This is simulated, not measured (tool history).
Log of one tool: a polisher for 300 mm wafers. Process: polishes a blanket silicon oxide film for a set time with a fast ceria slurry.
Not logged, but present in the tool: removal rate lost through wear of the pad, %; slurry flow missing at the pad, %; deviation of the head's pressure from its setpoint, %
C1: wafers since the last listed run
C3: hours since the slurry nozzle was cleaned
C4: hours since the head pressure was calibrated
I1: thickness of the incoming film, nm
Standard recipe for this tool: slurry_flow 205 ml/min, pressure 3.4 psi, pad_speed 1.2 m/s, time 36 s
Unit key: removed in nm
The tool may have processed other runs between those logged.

{"run": 1, "hour": 0.0, "slurry_flow": 205, "pressure": 3.4, "pad_speed": 1.28, "time": 45, "C1": 0, "wafers polished on this pad": 123, "C3": 424, "C4": 1145.2, "I1": 2292.9, "removed": 1171.8}
{"run": 2, "hour": 12.5, "slurry_flow": 205, "pressure": 3.4, "pad_speed": 1.28, "time": 45, "C1": 174, "wafers polished on this pad": 298, "C3": 436.5, "C4": 1157.7, "I1": 2299.9, "removed": 1192.1}
{"run": 3, "hour": 19.5, "slurry_flow": 205, "pressure": 3.4, "pad_speed": 1.28, "time": 45, "C1": 97, "wafers polished on this pad": 396, "C3": 443.5, "C4": 1164.7, "I1": 2272.4, "removed": 1213.9}
{"run": 4, "hour": 34.8, "slurry_flow": 205, "pressure": 3.4, "pad_speed": 1.2, "time": 36, "C1": 214, "wafers polished on this pad": 611, "C3": 458.8, "C4": 1180, "I1": 2314.3, "removed": 904.7}
{"run": 5, "hour": 51.8, "slurry_flow": 205, "pressure": 3.4, "pad_speed": 1.2, "time": 36, "C1": 237, "wafers polished on this pad": 849, "C3": 475.8, "C4": 1197, "I1": 2326.3, "removed": 892.4}
{"hour": 68.4, "done": "worn pad replaced by a new one"}
{"run": 6, "hour": 104.2, "slurry_flow": 205, "pressure": 3.4, "pad_speed": 1.2, "time": 36, "C1": 677, "wafers polished on this pad": 501, "C3": 528.2, "C4": 1249.4, "I1": 2310.4, "removed": 902.9}
{"run": 7, "hour": 122.0, "slurry_flow": 205, "pressure": 3.4, "pad_speed": 1.2, "time": 36, "C1": 249, "wafers polished on this pad": 750, "C3": 546, "C4": 1267.2, "I1": 2282.1, "removed": 898.4}
{"hour": 129.6, "done": "worn pad replaced by a new one"}
{"run": 8, "hour": 131.8, "slurry_flow": 175, "pressure": 3.4, "pad_speed": 1.2, "time": 36, "C1": 81, "wafers polished on this pad": 31, "C3": 555.8, "C4": 1277, "I1": 2262.1, "removed": 884.4}
{"run": 9, "hour": 148.5, "slurry_flow": 175, "pressure": 3.4, "pad_speed": 1.2, "time": 36, "C1": 233, "wafers polished on this pad": 264, "C3": 572.5, "C4": 1293.7, "I1": 2280.2, "removed": 863.9}
{"run": 10, "hour": 165.3, "slurry_flow": 175, "pressure": 3.4, "pad_speed": 1.2, "time": 36, "C1": 235, "wafers polished on this pad": 500, "C3": 589.3, "C4": 1310.5, "I1": 2352, "removed": 858.9}
{"run": 11, "hour": 177.8, "slurry_flow": 205, "pressure": 3.4, "pad_speed": 1.08, "time": 41, "C1": 174, "wafers polished on this pad": 675, "C3": 601.8, "C4": 1323, "I1": 2281.7, "removed": 938.5}
{"hour": 194.6, "done": "worn pad replaced by a new one"}
{"run": 12, "hour": 195.1, "slurry_flow": 165, "pressure": 4.1, "pad_speed": 0.92, "time": 36, "C1": 186, "wafers polished on this pad": 6, "C3": 619.1, "C4": 1340.3, "I1": 2335.1, "removed": 757.2}
{"run": 13, "hour": 199.9, "slurry_flow": 205, "pressure": 3.4, "pad_speed": 1.2, "time": 36, "C1": 67, "wafers polished on this pad": 74, "C3": 623.9, "C4": 1345.1, "I1": 2272.3, "removed": 912}
{"run": 14, "hour": 213.7, "slurry_flow": 150, "pressure": 4.1, "pad_speed": 1.46, "time": 41, "C1": 193, "wafers polished on this pad": 267, "C3": 637.7, "C4": 1358.9, "I1": 2299.6, "removed": 1339.5}
{"run": 15, "hour": 231.3, "slurry_flow": 140, "pressure": 3.4, "pad_speed": 1.2, "time": 48, "C1": 246, "wafers polished on this pad": 513, "C3": 655.3, "C4": 1376.5, "I1": 2346.2, "removed": 1141.9}
{"run": 16, "hour": 242.4, "slurry_flow": 205, "pressure": 3.4, "pad_speed": 0.86, "time": 36, "C1": 155, "wafers polished on this pad": 669, "C3": 666.4, "C4": 1387.6, "I1": 2297.3, "removed": 627.5}
{"hour": 254.9, "done": "worn pad replaced by a new one"}
{"run": 17, "hour": 257.0, "slurry_flow": 255, "pressure": 4, "pad_speed": 1.5, "time": 42, "C1": 148, "wafers polished on this pad": 29, "C3": 681, "C4": 1402.2, "I1": 2306, "removed": 1479.1}
{"hour": 262.5, "done": "slurry nozzle cleaned"}
{"hour": 263.1, "done": "head pressure recalibrated"}
{"run": 18, "hour": 271.8, "slurry_flow": 205, "pressure": 3.4, "pad_speed": 1.2, "time": 36, "C1": 185, "wafers polished on this pad": 214, "C3": 9.3, "C4": 8.7, "I1": 2352.3, "removed": 895.8}
{"run": 19, "hour": 284.2, "slurry_flow": 205, "pressure": 3, "pad_speed": 1.2, "time": 36, "C1": 173, "wafers polished on this pad": 388, "C3": 21.7, "C4": 21.1, "I1": 2258.4, "removed": 829.6}
{"run": 20, "hour": 299.6, "slurry_flow": 205, "pressure": 3.4, "pad_speed": 1.2, "time": 36, "C1": 215, "wafers polished on this pad": 604, "C3": 37.1, "C4": 36.5, "I1": 2291.9, "removed": 884.1}
{"hour": 315.3, "done": "worn pad replaced by a new one"}
{"run": 21, "hour": 315.8, "slurry_flow": 145, "pressure": 2.9, "pad_speed": 0.98, "time": 36, "C1": 170, "wafers polished on this pad": 7, "C3": 53.3, "C4": 52.7, "I1": 2337.2, "removed": 641.7}
{"run": 22, "hour": 330.0, "slurry_flow": 145, "pressure": 4.1, "pad_speed": 1.2, "time": 28, "C1": 198, "wafers polished on this pad": 206, "C3": 67.5, "C4": 66.9, "I1": 2288.2, "removed": 743.5}
{"run": 23, "hour": 336.1, "slurry_flow": 255, "pressure": 4, "pad_speed": 1.5, "time": 42, "C1": 85, "wafers polished on this pad": 291, "C3": 73.6, "C4": 73, "I1": 2302.5, "removed": 1455.2}

Predict each of these 5 candidate next runs independently; none follows another, all start after run 23:
{"run": "A", "hour": 336.5, "slurry_flow": 245, "pressure": 3.4, "pad_speed": 1.2, "time": 36, "C1": 5, "wafers polished on this pad": 297, "C3": 74, "C4": 73.4, "I1": 2271.2, "removed": "?"}
{"run": "B", "hour": 336.5, "slurry_flow": 205, "pressure": 4.5, "pad_speed": 1.2, "time": 36, "C1": 5, "wafers polished on this pad": 297, "C3": 74, "C4": 73.4, "I1": 2271.2, "removed": "?"}
{"run": "C", "hour": 336.5, "slurry_flow": 230, "pressure": 3, "pad_speed": 1.48, "time": 25, "C1": 5, "wafers polished on this pad": 297, "C3": 74, "C4": 73.4, "I1": 2271.2, "removed": "?"}
{"run": "D", "hour": 336.5, "slurry_flow": 160, "pressure": 3.8, "pad_speed": 1.5, "time": 36, "C1": 5, "wafers polished on this pad": 297, "C3": 74, "C4": 73.4, "I1": 2271.2, "removed": "?"}
{"run": "E", "hour": 336.5, "slurry_flow": 205, "pressure": 2.8, "pad_speed": 1.2, "time": 36, "C1": 5, "wafers polished on this pad": 297, "C3": 74, "C4": 73.4, "I1": 2271.2, "removed": "?"}

run=A removed=908.1
run=B removed=1064.5
run=C removed=718.3
run=D removed=1158
run=E removed=797
With the hidden condition removed and each run's random variation left untouched, the same runs would have given:
run=A removed=908.1
run=B removed=1064.5
run=C removed=718.3
run=D removed=1158
run=E removed=797

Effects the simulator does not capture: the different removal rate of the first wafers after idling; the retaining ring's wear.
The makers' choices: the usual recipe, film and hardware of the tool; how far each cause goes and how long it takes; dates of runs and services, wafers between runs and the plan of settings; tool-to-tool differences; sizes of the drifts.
